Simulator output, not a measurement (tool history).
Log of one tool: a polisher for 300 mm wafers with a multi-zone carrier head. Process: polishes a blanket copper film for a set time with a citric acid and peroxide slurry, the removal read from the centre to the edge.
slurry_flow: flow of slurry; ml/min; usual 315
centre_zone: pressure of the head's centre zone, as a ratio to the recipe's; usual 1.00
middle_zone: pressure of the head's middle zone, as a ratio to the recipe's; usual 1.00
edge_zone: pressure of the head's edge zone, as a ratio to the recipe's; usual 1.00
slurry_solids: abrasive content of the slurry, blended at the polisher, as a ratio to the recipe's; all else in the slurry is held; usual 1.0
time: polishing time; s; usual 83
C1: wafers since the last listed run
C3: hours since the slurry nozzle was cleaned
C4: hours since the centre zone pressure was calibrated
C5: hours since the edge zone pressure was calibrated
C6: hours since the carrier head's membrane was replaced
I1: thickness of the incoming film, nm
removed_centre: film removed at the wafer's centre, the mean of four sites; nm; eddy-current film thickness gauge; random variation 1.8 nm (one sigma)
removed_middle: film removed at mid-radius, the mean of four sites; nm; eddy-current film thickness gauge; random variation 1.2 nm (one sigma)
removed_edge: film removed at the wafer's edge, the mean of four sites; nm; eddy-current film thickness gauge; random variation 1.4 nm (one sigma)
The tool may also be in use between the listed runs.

run 1 day=0.000 | slurry_flow=315 centre_zone=1.00 middle_zone=1.00 edge_zone=1.00 slurry_solids=1.0 time=83 | C1=0 wafers_polished_on_this_pad=762 C3=35.3 C4=78.3 C5=731.7 C6=730.8 | I1=561.1 | removed_centre=174.5 removed_middle=173.3 removed_edge=176.8
-- day=0.950 edge zone pressure recalibrated
run 2 day=0.971 | slurry_flow=315 centre_zone=1.00 middle_zone=1.00 edge_zone=1.05 slurry_solids=1.0 time=83 | C1=274 wafers_polished_on_this_pad=1036 C3=58.6 C4=101.6 C5=0.5 C6=754.1 | I1=554.6 | removed_centre=172.2 removed_middle=170.6 removed_edge=173.6
run 3 day=2.042 | slurry_flow=315 centre_zone=1.00 middle_zone=1.00 edge_zone=1.00 slurry_solids=0.8 time=83 | C1=330 wafers_polished_on_this_pad=1367 C3=84.3 C4=127.3 C5=26.2 C6=779.8 | I1=550.0 | removed_centre=162.5 removed_middle=159.6 removed_edge=166.0
run 4 day=2.900 | slurry_flow=315 centre_zone=1.00 middle_zone=0.89 edge_zone=1.00 slurry_solids=1.0 time=74 | C1=265 wafers_polished_on_this_pad=1632 C3=104.9 C4=147.9 C5=46.8 C6=800.4 | I1=562.1 | removed_centre=147.9 removed_middle=136.1 removed_edge=152.5
run 5 day=3.454 | slurry_flow=315 centre_zone=0.95 middle_zone=1.00 edge_zone=0.92 slurry_solids=1.0 time=83 | C1=171 wafers_polished_on_this_pad=1803 C3=118.2 C4=161.2 C5=60.1 C6=813.7 | I1=559.5 | removed_centre=158.8 removed_middle=167.4 removed_edge=161.0
-- day=4.675 worn pad replaced by a new one
run 6 day=4.729 | slurry_flow=315 centre_zone=1.00 middle_zone=1.00 edge_zone=1.00 slurry_solids=1.0 time=63 | C1=342 wafers_polished_on_this_pad=16 C3=148.8 C4=191.8 C5=90.7 C6=844.3 | I1=562.4 | removed_centre=140.6 removed_middle=137.8 removed_edge=141.7
run 7 day=5.662 | slurry_flow=315 centre_zone=1.00 middle_zone=1.00 edge_zone=0.91 slurry_solids=1.0 time=83 | C1=288 wafers_polished_on_this_pad=305 C3=171.2 C4=214.2 C5=113.1 C6=866.7 | I1=563.9 | removed_centre=175.7 removed_middle=176.3 removed_edge=171.3
-- day=6.429 carrier head's membrane replaced by a new one
run 8 day=6.450 | slurry_flow=315 centre_zone=1.00 middle_zone=1.00 edge_zone=1.00 slurry_solids=1.0 time=83 | C1=178 wafers_polished_on_this_pad=484 C3=190.1 C4=233.1 C5=132.0 C6=0.5 | I1=567.9 | removed_centre=175.1 removed_middle=174.4 removed_edge=178.0
run 9 day=7.038 | slurry_flow=315 centre_zone=1.00 middle_zone=1.00 edge_zone=1.00 slurry_solids=1.0 time=83 | C1=181 wafers_polished_on_this_pad=665 C3=204.2 C4=247.2 C5=146.1 C6=14.6 | I1=559.6 | removed_centre=173.9 removed_middle=172.8 removed_edge=173.9
run 10 day=8.300 | slurry_flow=315 centre_zone=1.08 middle_zone=1.00 edge_zone=1.00 slurry_solids=1.0 time=83 | C1=390 wafers_polished_on_this_pad=1055 C3=234.5 C4=277.5 C5=176.4 C6=44.9 | I1=561.5 | removed_centre=179.3 removed_middle=170.2 removed_edge=171.0
run 11 day=8.854 | slurry_flow=315 centre_zone=0.96 middle_zone=1.00 edge_zone=1.00 slurry_solids=1.0 time=98 | C1=171 wafers_polished_on_this_pad=1226 C3=247.8 C4=290.8 C5=189.7 C6=58.2 | I1=559.3 | removed_centre=189.2 removed_middle=198.9 removed_edge=202.7
run 12 day=10.108 | slurry_flow=255 centre_zone=0.91 middle_zone=1.00 edge_zone=1.05 slurry_solids=1.0 time=110 | C1=387 wafers_polished_on_this_pad=1614 C3=277.9 C4=320.9 C5=219.8 C6=88.3 | I1=560.0 | removed_centre=198.6 removed_middle=217.0 removed_edge=226.1
run 13 day=10.938 | slurry_flow=315 centre_zone=1.00 middle_zone=1.00 edge_zone=1.00 slurry_solids=1.0 time=83 | C1=256 wafers_polished_on_this_pad=1870 C3=297.8 C4=340.8 C5=239.7 C6=108.2 | I1=568.3 | removed_centre=165.3 removed_middle=166.0 removed_edge=167.9
-- day=12.171 worn pad replaced by a new one
run 14 day=12.221 | slurry_flow=315 centre_zone=1.10 middle_zone=1.00 edge_zone=1.11 slurry_solids=0.9 time=83 | C1=344 wafers_polished_on_this_pad=15 C3=328.6 C4=371.6 C5=270.5 C6=139.0 | I1=557.9 | removed_centre=192.8 removed_middle=177.6 removed_edge=188.4
run 15 day=13.288 | slurry_flow=215 centre_zone=0.94 middle_zone=1.00 edge_zone=1.00 slurry_solids=1.0 time=83 | C1=329 wafers_polished_on_this_pad=344 C3=354.2 C4=397.2 C5=296.1 C6=164.6 | I1=551.7 | removed_centre=157.5 removed_middle=167.7 removed_edge=172.8
run 16 day=14.521 | slurry_flow=315 centre_zone=0.97 middle_zone=1.00 edge_zone=1.00 slurry_solids=1.0 time=83 | C1=381 wafers_polished_on_this_pad=725 C3=383.8 C4=426.8 C5=325.7 C6=194.2 | I1=569.6 | removed_centre=166.9 removed_middle=170.9 removed_edge=174.0
run 17 day=15.825 | slurry_flow=315 centre_zone=1.00 middle_zone=1.00 edge_zone=1.00 slurry_solids=1.0 time=83 | C1=402 wafers_polished_on_this_pad=1128 C3=415.1 C4=458.1 C5=357.0 C6=225.5 | I1=557.3 | removed_centre=166.4 removed_middle=168.9 removed_edge=171.8
run 18 day=17.242 | slurry_flow=315 centre_zone=1.00 middle_zone=1.00 edge_zone=1.00 slurry_solids=1.0 time=83 | C1=437 wafers_polished_on_this_pad=1566 C3=449.1 C4=492.1 C5=391.0 C6=259.5 | I1=562.0 | removed_centre=163.7 removed_middle=166.5 removed_edge=168.1
run 19 day=18.229 | slurry_flow=315 centre_zone=1.00 middle_zone=1.00 edge_zone=1.00 slurry_solids=1.0 time=83 | C1=305 wafers_polished_on_this_pad=1871 C3=472.8 C4=515.8 C5=414.7 C6=283.2 | I1=568.0 | removed_centre=166.2 removed_middle=165.3 removed_edge=169.2

Forecast run 20:
run 20 day=19.442 | slurry_flow=225 centre_zone=1.00 middle_zone=1.08 edge_zone=1.00 slurry_solids=1.0 time=83 | C1=374 wafers_polished_on_this_pad=2245 C3=501.9 C4=544.9 C5=443.8 C6=312.3 | I1=565.8 | removed_centre=? removed_middle=? removed_edge=?

{"run 20": {"removed_centre": 158.6, "removed_middle": 166.8, "removed_edge": 161.2}}
Without the tool's hidden state the same run would have given removed_centre 175.8 nm, removed_middle 184.9 nm, removed_edge 178.7 nm.

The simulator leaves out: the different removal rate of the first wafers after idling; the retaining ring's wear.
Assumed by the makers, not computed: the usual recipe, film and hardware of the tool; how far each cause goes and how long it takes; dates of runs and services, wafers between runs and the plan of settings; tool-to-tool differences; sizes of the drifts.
